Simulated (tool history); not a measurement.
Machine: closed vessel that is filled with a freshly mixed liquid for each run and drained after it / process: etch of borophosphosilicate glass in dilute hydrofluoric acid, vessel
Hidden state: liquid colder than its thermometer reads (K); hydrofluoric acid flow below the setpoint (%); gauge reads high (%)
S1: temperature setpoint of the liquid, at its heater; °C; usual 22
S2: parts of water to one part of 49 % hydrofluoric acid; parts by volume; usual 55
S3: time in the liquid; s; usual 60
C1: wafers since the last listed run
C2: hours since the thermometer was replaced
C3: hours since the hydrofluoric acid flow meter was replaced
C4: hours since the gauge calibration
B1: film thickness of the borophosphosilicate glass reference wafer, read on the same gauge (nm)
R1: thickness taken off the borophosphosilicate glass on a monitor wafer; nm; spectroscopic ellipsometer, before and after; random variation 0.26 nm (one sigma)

run	hour	S1	S2	S3	C1	C2	C3	C4	B1	R1
1	0	22	55	60	0	158.8	2012.5	158.6	100	37.93
2	13.7	22	55	60	1793	172.5	2026.2	172.3	99.98	37.34
3	36.8	22	55	60	3023	195.6	2049.3	195.4	99.99	37.26
4	49.5	22	70	60	1662	208.3	2062	208.1	99.99	28.58
5	70.8	22	55	60	2788	229.6	2083.3	229.4	100	37.16
6	83.7	23.5	55	90	1688	242.5	2096.2	242.3	100.01	58.64
7	100.7	23.5	55	90	2225	259.5	2113.2	259.3	100.02	59.15
8	117.6	22	40	60	2212	276.4	2130.1	276.2	99.99	51.56
9	136.4	22	40	60	2460	295.2	2148.9	295	100.02	51.03
10	160.5	22	35	60	3154	319.3	2173	319.1	100.01	58.22
11	184.2	22	35	60	3102	343	2196.7	342.8	99.99	58.41
12	198.5	24	75	60	1871	357.3	2211	357.1	100.01	27.86
13	213.1	24	75	60	1911	371.9	2225.6	371.7	100	27.64
14	236.7	22	85	60	3089	395.5	2249.2	395.3	100	22.3
15	251.4	22	55	80	1924	410.2	2263.9	410	100	47.13
# hour 303.7: gauge calibrated
16	320.1	24.5	55	60	8992	478.9	2332.6	16.4	99.99	39.16
17	339.4	23.5	40	60	2526	498.2	2351.9	35.7	99.99	52.47
# hour 352.9: thermometer replaced
18	360.3	22	55	60	2604	7.4	2372.8	56.6	99.99	37.64

What will run 19 give?
19	392.3	27	80	30	4188	39.4	2404.8	88.6	?	?

Run 19 came out at B1 100, R1 15.25 nm.
Minus the tool's unlogged condition, the same run would have read R1 18.1 nm.
